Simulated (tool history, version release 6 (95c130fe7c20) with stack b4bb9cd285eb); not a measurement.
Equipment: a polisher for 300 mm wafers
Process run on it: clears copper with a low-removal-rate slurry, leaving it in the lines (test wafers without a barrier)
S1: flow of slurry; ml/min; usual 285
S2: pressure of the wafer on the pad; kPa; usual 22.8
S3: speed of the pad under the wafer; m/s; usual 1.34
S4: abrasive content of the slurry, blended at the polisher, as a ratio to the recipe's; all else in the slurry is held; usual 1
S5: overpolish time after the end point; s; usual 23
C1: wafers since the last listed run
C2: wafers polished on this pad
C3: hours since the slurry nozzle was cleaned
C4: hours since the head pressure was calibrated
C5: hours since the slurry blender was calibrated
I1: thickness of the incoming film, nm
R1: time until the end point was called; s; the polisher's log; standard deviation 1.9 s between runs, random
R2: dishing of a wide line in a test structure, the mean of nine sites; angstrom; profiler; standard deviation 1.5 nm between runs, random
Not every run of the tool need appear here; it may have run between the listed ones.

| run | hour | S1 | S2 | S3 | S4 | S5 | C1 | C2 | C3 | C4 | C5 | I1 | R1 | R2 |
|---|---|---|---|---|---|---|---|---|---|---|---|---|---|---|
| 1 | 0 | 285 | 22.8 | 1.34 | 1 | 23 | 0 | 2107 | 132 | 429.2 | 299.8 | 565.6 | 115.5 | 636 |
|  | 98.2 | slurry blender recalibrated |
| 2 | 104.9 | 285 | 22.8 | 1.34 | 1 | 23 | 892 | 2999 | 236.9 | 534.1 | 6.7 | 559.4 | 113.5 | 623 |
| 3 | 181 | 285 | 22.8 | 1.34 | 1 | 23 | 659 | 3659 | 313 | 610.2 | 82.8 | 564.3 | 115.6 | 634 |
|  | 236.1 | worn pad replaced by a new one |
| 4 | 253.7 | 285 | 22.8 | 1.12 | 1 | 23 | 595 | 153 | 385.7 | 682.9 | 155.5 | 569.3 | 140.1 | 548 |
| 5 | 536.1 | 285 | 22.8 | 1.34 | 1 | 23 | 2448 | 2601 | 668.1 | 965.3 | 437.9 | 553 | 117.5 | 604 |
|  | 572 | slurry blender recalibrated |
|  | 601.8 | worn pad replaced by a new one |
| 6 | 602.3 | 285 | 28.3 | 1.34 | 1 | 23 | 521 | 4 | 734.3 | 1031.5 | 30.3 | 562.1 | 104.7 | 671 |
| 7 | 656.6 | 285 | 28.3 | 1.34 | 1 | 23 | 470 | 475 | 788.6 | 1085.8 | 84.6 | 554.6 | 103 | 684 |
|  | 672.3 | slurry nozzle cleaned |
| 8 | 732.4 | 285 | 28.3 | 1.34 | 1 | 23 | 648 | 1123 | 60.1 | 1161.6 | 160.4 | 552 | 95.7 | 716 |
|  | 754.5 | head pressure recalibrated |
| 9 | 785.1 | 285 | 22.8 | 1.34 | 1 | 23 | 439 | 1563 | 112.8 | 30.6 | 213.1 | 556.5 | 117.3 | 632 |
| 10 | 891.3 | 285 | 22.8 | 1.34 | 1 | 23 | 920 | 2484 | 219 | 136.8 | 319.3 | 555.1 | 111.9 | 614 |
|  | 938.7 | slurry blender recalibrated |
| 11 | 946.3 | 285 | 22.8 | 1.34 | 1 | 23 | 459 | 2943 | 274 | 191.8 | 7.6 | 555.8 | 117.7 | 626 |
|  | 989.6 | worn pad replaced by a new one |
| 12 | 1031.8 | 285 | 22.8 | 1.34 | 1 | 23 | 706 | 366 | 359.5 | 277.3 | 93.1 | 552.3 | 114.6 | 608 |
| 13 | 1108 | 285 | 22.8 | 1.34 | 1 | 23 | 660 | 1026 | 435.7 | 353.5 | 169.3 | 559.1 | 117.8 | 616 |
| 14 | 1214.1 | 250 | 22.8 | 1.34 | 1 | 23 | 919 | 1946 | 541.8 | 459.6 | 275.4 | 555.1 | 118.4 | 612 |
| 15 | 1261.9 | 285 | 22.8 | 1.34 | 1 | 23 | 414 | 2361 | 589.6 | 507.4 | 323.2 | 550.1 | 117.5 | 619 |
| 16 | 1321.7 | 375 | 22.8 | 1.34 | 1.25 | 23 | 518 | 2879 | 649.4 | 567.2 | 383 | 560.1 | 110.9 | 650 |
|  | 1397.8 | slurry nozzle cleaned |
|  | 1406.2 | slurry blender recalibrated |
| 17 | 1419 | 285 | 22.8 | 1 | 1 | 23 | 817 | 3697 | 21.2 | 664.5 | 12.8 | 558.4 | 152.9 | 514 |
|  | 1438.3 | worn pad replaced by a new one |
| 18 | 1469.3 | 285 | 22.8 | 1.34 | 1 | 23 | 401 | 269 | 71.5 | 714.8 | 63.1 | 562.3 | 117.8 | 627 |
|  | 1739.4 | head pressure recalibrated |
| 19 | 1768.4 | 285 | 20 | 1.16 | 0.75 | 19 | 2576 | 2845 | 370.6 | 29 | 362.2 | 551.3 | 152.7 | 422 |
|  | 1815.4 | slurry blender recalibrated |
| 20 | 1827.1 | 220 | 22.8 | 1.34 | 1 | 23 | 491 | 3336 | 429.3 | 87.7 | 11.7 | 555.4 | 121.1 | 605 |
|  | 1843.3 | worn pad replaced by a new one |
| 21 | 1887.8 | 285 | 22.8 | 1.34 | 0.85 | 9 | 491 | 385 | 490 | 148.4 | 72.4 | 553.6 | 118.6 | 289 |
| 22 | 1979.5 | 285 | 22.8 | 0.9 | 1 | 34 | 795 | 1181 | 581.7 | 240.1 | 164.1 | 555.7 | 166.1 | 644 |
| 23 | 2059.3 | 350 | 22.8 | 1.34 | 1.2 | 30 | 691 | 1872 | 661.5 | 319.9 | 243.9 | 569.8 | 111.8 | 785 |
| 24 | 2124 | 285 | 22.8 | 1.34 | 1 | 10 | 561 | 2433 | 726.2 | 384.6 | 308.6 | 562.5 | 119.1 | 308 |

What was the tool's hidden state at every run in the log?
removal rate lost through wear of the pad, %: 0 across all the runs
deviation of the head's pressure from its setpoint, %: 0 across all the runs
abrasive missing from the slurry, %: 0 across all the runs
H1: slurry flow missing at the pad, %
| run | H1 |
|---|---|
| 1 | 1.93 |
| 2 | 4.32 |
| 3 | 6.91 |
| 4 | 10 |
| 5 | 28.4 |
| 6 | 34.2 |
| 7 | 39.3 |
| 8 | 2.27 |
| 9 | 2.83 |
| 10 | 5.01 |
| 11 | 6.69 |
| 12 | 10 |
| 13 | 13.8 |
| 14 | 20.2 |
| 15 | 23.5 |
| 16 | 28.1 |
| 17 | 0.364 |
| 18 | 0.652 |
| 19 | 8.82 |
| 20 | 11.7 |
| 21 | 15.2 |
| 22 | 21.2 |
| 23 | 27.4 |
| 24 | 32.9 |

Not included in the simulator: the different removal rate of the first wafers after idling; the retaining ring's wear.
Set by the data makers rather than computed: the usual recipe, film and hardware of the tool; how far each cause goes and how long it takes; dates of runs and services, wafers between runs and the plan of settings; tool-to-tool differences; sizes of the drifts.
